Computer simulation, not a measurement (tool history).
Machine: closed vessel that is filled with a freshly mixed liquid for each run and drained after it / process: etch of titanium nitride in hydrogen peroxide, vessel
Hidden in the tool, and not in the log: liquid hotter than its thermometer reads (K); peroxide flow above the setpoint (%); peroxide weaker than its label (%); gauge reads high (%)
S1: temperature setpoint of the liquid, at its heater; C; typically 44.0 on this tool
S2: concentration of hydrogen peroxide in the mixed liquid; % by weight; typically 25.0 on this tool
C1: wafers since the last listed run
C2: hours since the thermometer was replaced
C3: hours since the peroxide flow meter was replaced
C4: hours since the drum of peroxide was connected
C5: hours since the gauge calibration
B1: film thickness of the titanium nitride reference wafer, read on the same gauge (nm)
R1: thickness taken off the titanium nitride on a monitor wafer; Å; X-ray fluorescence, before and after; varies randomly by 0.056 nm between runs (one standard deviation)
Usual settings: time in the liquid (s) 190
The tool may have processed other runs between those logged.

run 1 day=0.000 | S1=50.5 S2=27.5 time_in_the_liquid_(s)=190 | C1=0 C2=1224.7 C3=1815.3 C4=342.9 C5=2325.6 | B1=70.01 | R1=189.4
run 2 day=3.558 | S1=50.5 S2=27.5 time_in_the_liquid_(s)=190 | C1=6248 C2=1310.1 C3=1900.7 C4=428.3 C5=2411.0 | B1=70.01 | R1=187.3
-- day=6.846 thermometer replaced
run 3 day=6.883 | S1=49.0 S2=23.0 time_in_the_liquid_(s)=190 | C1=5765 C2=0.9 C3=1980.5 C4=508.1 C5=2490.8 | B1=69.99 | R1=163.2
run 4 day=8.925 | S1=44.0 S2=25.0 time_in_the_liquid_(s)=190 | C1=3585 C2=49.9 C3=2029.5 C4=557.1 C5=2539.8 | B1=70.00 | R1=114.1
run 5 day=11.000 | S1=44.0 S2=25.0 time_in_the_liquid_(s)=190 | C1=3643 C2=99.7 C3=2079.3 C4=606.9 C5=2589.6 | B1=70.01 | R1=113.9
run 6 day=13.446 | S1=44.0 S2=25.0 time_in_the_liquid_(s)=190 | C1=4294 C2=158.4 C3=2138.0 C4=665.6 C5=2648.3 | B1=70.00 | R1=114.7
run 7 day=17.412 | S1=44.0 S2=28.0 time_in_the_liquid_(s)=190 | C1=6965 C2=253.6 C3=2233.2 C4=760.8 C5=2743.5 | B1=70.00 | R1=116.8
run 8 day=19.721 | S1=44.0 S2=28.0 time_in_the_liquid_(s)=190 | C1=4053 C2=309.0 C3=2288.6 C4=816.2 C5=2798.9 | B1=69.99 | R1=116.4
run 9 day=22.421 | S1=44.0 S2=28.0 time_in_the_liquid_(s)=190 | C1=4740 C2=373.8 C3=2353.4 C4=881.0 C5=2863.7 | B1=69.99 | R1=116.4
run 10 day=24.004 | S1=47.5 S2=25.0 time_in_the_liquid_(s)=190 | C1=2780 C2=411.8 C3=2391.4 C4=919.0 C5=2901.7 | B1=70.00 | R1=148.5
-- day=25.679 gauge calibrated
run 11 day=28.250 | S1=36.5 S2=20.5 time_in_the_liquid_(s)=85 | C1=7455 C2=513.7 C3=2493.3 C4=1020.9 C5=61.7 | B1=70.00 | R1=27.3
-- day=31.492 peroxide flow meter replaced
run 12 day=32.371 | S1=44.0 S2=25.0 time_in_the_liquid_(s)=190 | C1=7162 C2=612.6 C3=21.1 C4=1119.8 C5=160.6 | B1=70.00 | R1=111.1
run 13 day=34.342 | S1=44.0 S2=25.0 time_in_the_liquid_(s)=190 | C1=3460 C2=659.9 C3=68.4 C4=1167.1 C5=207.9 | B1=70.00 | R1=110.5
run 14 day=38.088 | S1=44.0 S2=25.0 time_in_the_liquid_(s)=190 | C1=6577 C2=749.8 C3=158.3 C4=1257.0 C5=297.8 | B1=70.01 | R1=110.2
-- day=38.700 new drum of peroxide connected
run 15 day=40.933 | S1=34.5 S2=22.5 time_in_the_liquid_(s)=105 | C1=4923 C2=818.1 C3=226.6 C4=53.6 C5=366.1 | B1=69.99 | R1=29.4
run 16 day=42.796 | S1=50.5 S2=27.5 time_in_the_liquid_(s)=190 | C1=3270 C2=862.8 C3=271.3 C4=98.3 C5=410.8 | B1=69.99 | R1=187.1
run 17 day=45.321 | S1=40.0 S2=20.0 time_in_the_liquid_(s)=120 | C1=4433 C2=923.4 C3=331.9 C4=158.9 C5=471.4 | B1=69.99 | R1=50.5
run 18 day=47.188 | S1=50.5 S2=27.5 time_in_the_liquid_(s)=190 | C1=3277 C2=968.2 C3=376.7 C4=203.7 C5=516.2 | B1=69.98 | R1=186.3
run 19 day=50.450 | S1=44.0 S2=19.5 time_in_the_liquid_(s)=190 | C1=5728 C2=1046.5 C3=455.0 C4=282.0 C5=594.5 | B1=70.00 | R1=107.4
run 20 day=53.346 | S1=44.0 S2=20.0 time_in_the_liquid_(s)=120 | C1=5084 C2=1116.0 C3=524.5 C4=351.5 C5=664.0 | B1=69.99 | R1=67.5
run 21 day=57.133 | S1=35.5 S2=27.5 time_in_the_liquid_(s)=295 | C1=6650 C2=1206.9 C3=615.4 C4=442.4 C5=754.9 | B1=69.98 | R1=93.6
run 22 day=61.517 | S1=40.0 S2=25.0 time_in_the_liquid_(s)=190 | C1=7696 C2=1312.1 C3=720.6 C4=547.6 C5=860.1 | B1=70.01 | R1=83.3
-- day=63.583 thermometer replaced
run 23 day=64.804 | S1=44.0 S2=25.0 time_in_the_liquid_(s)=190 | C1=5699 C2=29.3 C3=799.5 C4=626.5 C5=939.0 | B1=70.01 | R1=113.3
run 24 day=76.433 | S1=51.0 S2=25.0 time_in_the_liquid_(s)=190 | C1=20419 C2=308.4 C3=1078.6 C4=905.6 C5=1218.1 | B1=70.01 | R1=187.7
run 25 day=79.842 | S1=44.0 S2=25.0 time_in_the_liquid_(s)=190 | C1=5984 C2=390.2 C3=1160.4 C4=987.4 C5=1299.9 | B1=70.00 | R1=112.0
run 26 day=84.079 | S1=51.0 S2=25.0 time_in_the_liquid_(s)=190 | C1=7440 C2=491.9 C3=1262.1 C4=1089.1 C5=1401.6 | B1=70.00 | R1=187.8
run 27 day=87.967 | S1=35.0 S2=28.0 time_in_the_liquid_(s)=305 | C1=6826 C2=585.2 C3=1355.4 C4=1182.4 C5=1494.9 | B1=70.02 | R1=92.5
run 28 day=89.500 | S1=44.0 S2=30.0 time_in_the_liquid_(s)=190 | C1=2692 C2=622.0 C3=1392.2 C4=1219.2 C5=1531.7 | B1=70.00 | R1=116.2

What if the next run were any one of these 5? Each begins from the tool's condition after run 28:
run A day=89.529 | S1=44.0 S2=27.5 time_in_the_liquid_(s)=190 | C1=51 C2=622.7 C3=1392.9 C4=1219.9 C5=1532.4 | B1=? | R1=?
run B day=89.529 | S1=40.5 S2=19.0 time_in_the_liquid_(s)=265 | C1=51 C2=622.7 C3=1392.9 C4=1219.9 C5=1532.4 | B1=? | R1=?
run C day=89.529 | S1=50.0 S2=25.0 time_in_the_liquid_(s)=190 | C1=51 C2=622.7 C3=1392.9 C4=1219.9 C5=1532.4 | B1=? | R1=?
run D day=89.529 | S1=53.5 S2=27.5 time_in_the_liquid_(s)=225 | C1=51 C2=622.7 C3=1392.9 C4=1219.9 C5=1532.4 | B1=? | R1=?
run E day=89.529 | S1=34.0 S2=25.0 time_in_the_liquid_(s)=190 | C1=51 C2=622.7 C3=1392.9 C4=1219.9 C5=1532.4 | B1=? | R1=?

run=A B1=69.99 R1=115.3
run=B B1=69.99 R1=113.9
run=C B1=69.99 R1=175.6
run=D B1=69.99 R1=272.7
run=E B1=69.99 R1=52.1
Without the tool's hidden state the same runs would have given:
run=A R1=115.8
run=B R1=114.3
run=C R1=176.3
run=D R1=273.8
run=E R1=52.3

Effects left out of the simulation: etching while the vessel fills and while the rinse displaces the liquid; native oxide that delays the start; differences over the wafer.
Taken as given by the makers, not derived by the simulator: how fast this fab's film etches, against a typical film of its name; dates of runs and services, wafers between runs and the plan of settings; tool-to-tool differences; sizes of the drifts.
